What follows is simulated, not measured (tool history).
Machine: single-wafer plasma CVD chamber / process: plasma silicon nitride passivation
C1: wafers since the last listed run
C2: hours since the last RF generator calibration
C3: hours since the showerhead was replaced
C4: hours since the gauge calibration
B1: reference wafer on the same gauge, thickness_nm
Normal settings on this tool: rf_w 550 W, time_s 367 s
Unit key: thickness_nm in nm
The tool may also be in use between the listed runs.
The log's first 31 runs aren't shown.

Run 32, hour 403.5: usual settings but rf_w 470 W, time_s 310 s; C1 29; C2 847.1; C3 5042.3; C4 221.3; B1 417.906. Result: thickness_nm 406.935 nm.
At hour 441.5: RF generator calibrated.
Run 33, hour 452.9: usual settings but rf_w 465 W, time_s 411 s; C1 188; C2 11.4; C3 5091.7; C4 270.7; B1 417.808. Result: thickness_nm 546.847 nm.
At hour 470.8: showerhead replaced.
Run 34, hour 471.3: usual settings; C1 47; C2 29.8; C3 0.5; C4 289.1; B1 417.985. Result: thickness_nm 508.196 nm.
Run 35, hour 474.8: usual settings but time_s 421 s; C1 15; C2 33.3; C3 4.0; C4 292.6; B1 418.009. Result: thickness_nm 582.505 nm.
Run 36, hour 487.9: usual settings but rf_w 505 W, time_s 394 s; C1 59; C2 46.4; C3 17.1; C4 305.7; B1 417.922. Result: thickness_nm 532.469 nm.
Run 37, hour 500.8: usual settings but rf_w 500 W, time_s 330 s; C1 58; C2 59.3; C3 30.0; C4 318.6; B1 417.946. Result: thickness_nm 444.760 nm.
Run 38, hour 509.0: usual settings; C1 37; C2 67.5; C3 38.2; C4 326.8; B1 417.595. Result: thickness_nm 504.954 nm.
Run 39, hour 526.4: usual settings but rf_w 610 W, time_s 394 s; C1 79; C2 84.9; C3 55.6; C4 344.2; B1 418.345. Result: thickness_nm 558.854 nm.
Run 40, hour 539.7: usual settings but rf_w 475 W, time_s 386 s; C1 60; C2 98.2; C3 68.9; C4 357.5; B1 418.038. Result: thickness_nm 514.035 nm.
Run 41, hour 552.0: usual settings but rf_w 510 W, time_s 312 s; C1 56; C2 110.5; C3 81.2; C4 369.8; B1 417.934. Result: thickness_nm 424.686 nm.
Run 42, hour 595.5: usual settings but rf_w 445 W, time_s 416 s; C1 198; C2 154.0; C3 124.7; C4 413.3; B1 418.103. Result: thickness_nm 542.626 nm.
Run 43, hour 605.1: usual settings but rf_w 480 W, time_s 344 s; C1 43; C2 163.6; C3 134.3; C4 422.9; B1 417.707. Result: thickness_nm 456.534 nm.
Run 44, hour 619.0: usual settings; C1 63; C2 177.5; C3 148.2; C4 436.8; B1 418.213. Result: thickness_nm 505.224 nm.

Below are 4 alternative next runs, each starting from the tool's condition after run 44. Predict each:
Run A, hour 619.5: usual settings but rf_w 640 W; C1 2; C2 178.0; C3 148.7; C4 437.3; B1 ?. Result: thickness_nm ?.
Run B, hour 619.5: usual settings but rf_w 475 W, time_s 347 s; C1 2; C2 178.0; C3 148.7; C4 437.3; B1 ?. Result: thickness_nm ?.
Run C, hour 619.5: usual settings but rf_w 495 W, time_s 436 s; C1 2; C2 178.0; C3 148.7; C4 437.3; B1 ?. Result: thickness_nm ?.
Run D, hour 619.5: usual settings but rf_w 450 W, time_s 424 s; C1 2; C2 178.0; C3 148.7; C4 437.3; B1 ?. Result: thickness_nm ?.

run       B1  thickness_nm
  A  417.600       523.639
  B  417.600       457.636
  C  417.600       581.205
  D  417.600       551.438
Without the tool's hidden state the same runs would have given:
run  thickness_nm
  A       531.192
  B       464.236
  C       589.588
  D       559.392
